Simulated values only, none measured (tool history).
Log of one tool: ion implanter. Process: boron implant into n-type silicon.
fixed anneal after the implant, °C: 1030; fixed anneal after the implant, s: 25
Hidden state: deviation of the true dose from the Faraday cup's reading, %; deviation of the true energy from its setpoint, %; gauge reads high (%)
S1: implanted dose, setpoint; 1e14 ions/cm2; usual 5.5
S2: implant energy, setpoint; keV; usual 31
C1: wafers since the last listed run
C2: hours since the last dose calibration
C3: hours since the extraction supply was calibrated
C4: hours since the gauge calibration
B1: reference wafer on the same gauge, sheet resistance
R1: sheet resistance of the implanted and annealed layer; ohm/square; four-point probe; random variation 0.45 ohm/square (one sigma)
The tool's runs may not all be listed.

{"run": 1, "hour": 0.0, "S1": 5.5, "S2": 31, "C1": 0, "C2": 105.6, "C3": 3717.8, "C4": 1614, "B1": 209.97, "R1": 189.7}
{"run": 2, "hour": 65.9, "S1": 5.5, "S2": 22.5, "C1": 1192, "C2": 171.5, "C3": 3783.7, "C4": 1679.9, "B1": 209.89, "R1": 196.41}
{"run": 3, "hour": 127.8, "S1": 5.5, "S2": 22.5, "C1": 1120, "C2": 233.4, "C3": 3845.6, "C4": 1741.8, "B1": 209.87, "R1": 195.68}
{"run": 4, "hour": 182.0, "S1": 5.5, "S2": 22.5, "C1": 980, "C2": 287.6, "C3": 3899.8, "C4": 1796, "B1": 209.81, "R1": 196.18}
{"run": 5, "hour": 236.0, "S1": 5.5, "S2": 31, "C1": 977, "C2": 341.6, "C3": 3953.8, "C4": 1850, "B1": 210.12, "R1": 189.07}
{"run": 6, "hour": 323.1, "S1": 5.5, "S2": 31, "C1": 1576, "C2": 428.7, "C3": 4040.9, "C4": 1937.1, "B1": 209.84, "R1": 188.79}
{"run": 7, "hour": 390.2, "S1": 5.5, "S2": 31, "C1": 1214, "C2": 495.8, "C3": 4108, "C4": 2004.2, "B1": 209.82, "R1": 188.8}
{"run": 8, "hour": 472.9, "S1": 5.5, "S2": 31, "C1": 1496, "C2": 578.5, "C3": 4190.7, "C4": 2086.9, "B1": 210.19, "R1": 188.87}
{"run": 9, "hour": 562.3, "S1": 5.5, "S2": 31, "C1": 1617, "C2": 667.9, "C3": 4280.1, "C4": 2176.3, "B1": 209.8, "R1": 188.52}
{"run": 10, "hour": 677.4, "S1": 4.83, "S2": 38, "C1": 2082, "C2": 783, "C3": 4395.2, "C4": 2291.4, "B1": 209.9, "R1": 205.6}
{"hour": 699.5, "done": "gauge calibrated"}
{"run": 11, "hour": 756.4, "S1": 4.83, "S2": 38, "C1": 1429, "C2": 862, "C3": 4474.2, "C4": 56.9, "B1": 210.02, "R1": 204.96}
{"run": 12, "hour": 863.9, "S1": 5.5, "S2": 39, "C1": 1945, "C2": 969.5, "C3": 4581.7, "C4": 164.4, "B1": 210.02, "R1": 183.77}
{"run": 13, "hour": 916.0, "S1": 5.5, "S2": 39, "C1": 942, "C2": 1021.6, "C3": 4633.8, "C4": 216.5, "B1": 210.09, "R1": 183.14}
{"run": 14, "hour": 997.7, "S1": 4.33, "S2": 31, "C1": 1478, "C2": 1103.3, "C3": 4715.5, "C4": 298.2, "B1": 210, "R1": 227.97}
{"run": 15, "hour": 1062.9, "S1": 4.33, "S2": 31, "C1": 1179, "C2": 1168.5, "C3": 4780.7, "C4": 363.4, "B1": 210.16, "R1": 229.31}
{"run": 16, "hour": 1148.2, "S1": 5.5, "S2": 31, "C1": 1543, "C2": 1253.8, "C3": 4866, "C4": 448.7, "B1": 209.95, "R1": 187.33}
{"run": 17, "hour": 1251.9, "S1": 4.55, "S2": 24, "C1": 1876, "C2": 1357.5, "C3": 4969.7, "C4": 552.4, "B1": 210.01, "R1": 225.81}
{"run": 18, "hour": 1302.8, "S1": 6.23, "S2": 31, "C1": 921, "C2": 1408.4, "C3": 5020.6, "C4": 603.3, "B1": 209.8, "R1": 169.38}
{"run": 19, "hour": 1378.7, "S1": 4.38, "S2": 35.5, "C1": 1373, "C2": 1484.3, "C3": 5096.5, "C4": 679.2, "B1": 209.86, "R1": 223.19}
{"run": 20, "hour": 1462.5, "S1": 5.5, "S2": 31, "C1": 1516, "C2": 1568.1, "C3": 5180.3, "C4": 763, "B1": 210.11, "R1": 186.55}
{"run": 21, "hour": 1548.5, "S1": 6.73, "S2": 36.5, "C1": 1556, "C2": 1654.1, "C3": 5266.3, "C4": 849, "B1": 210.07, "R1": 155.21}
{"hour": 1578.6, "done": "extraction supply calibrated"}
{"run": 22, "hour": 1609.2, "S1": 5.5, "S2": 24, "C1": 953, "C2": 1714.8, "C3": 30.6, "C4": 909.7, "B1": 209.91, "R1": 191.25}
{"run": 23, "hour": 1711.7, "S1": 4.89, "S2": 40, "C1": 1854, "C2": 1817.3, "C3": 133.1, "C4": 1012.2, "B1": 210.04, "R1": 198.7}
{"run": 24, "hour": 1803.4, "S1": 5.04, "S2": 39.5, "C1": 1659, "C2": 1909, "C3": 224.8, "C4": 1103.9, "B1": 210, "R1": 193.91}
{"run": 25, "hour": 1907.1, "S1": 5.5, "S2": 21.5, "C1": 1876, "C2": 2012.7, "C3": 328.5, "C4": 1207.6, "B1": 210.08, "R1": 192.75}
{"run": 26, "hour": 1966.4, "S1": 4.94, "S2": 31, "C1": 1073, "C2": 2072, "C3": 387.8, "C4": 1266.9, "B1": 210.02, "R1": 202.25}
{"hour": 2013.9, "done": "Faraday cup replaced and dose calibrated"}
{"run": 27, "hour": 2043.5, "S1": 7.03, "S2": 31, "C1": 1250, "C2": 29.6, "C3": 464.9, "C4": 1344, "B1": 210, "R1": 154.82}
{"run": 28, "hour": 2084.1, "S1": 6.9, "S2": 36, "C1": 734, "C2": 70.2, "C3": 505.5, "C4": 1384.6, "B1": 210, "R1": 154.88}
{"run": 29, "hour": 2185.6, "S1": 6.7, "S2": 25.5, "C1": 1836, "C2": 171.7, "C3": 607, "C4": 1486.1, "B1": 210.03, "R1": 164.67}
{"run": 30, "hour": 2266.8, "S1": 5.5, "S2": 22.5, "C1": 1469, "C2": 252.9, "C3": 688.2, "C4": 1567.3, "B1": 210.03, "R1": 196.62}
{"run": 31, "hour": 2350.7, "S1": 4.92, "S2": 39.5, "C1": 1518, "C2": 336.8, "C3": 772.1, "C4": 1651.2, "B1": 209.94, "R1": 202.05}
{"run": 32, "hour": 2427.1, "S1": 4.94, "S2": 35, "C1": 1382, "C2": 413.2, "C3": 848.5, "C4": 1727.6, "B1": 210.08, "R1": 205.01}

The next listed run, before its measurement:
{"run": 33, "hour": 2483.4, "S1": 4.65, "S2": 31, "C1": 1018, "C2": 469.5, "C3": 904.8, "C4": 1783.9, "B1": "?", "R1": "?"}

B1: 210.17
R1: 217.25 ohm/square
Without the tool's hidden state the same run would have given R1 217.57 ohm/square.
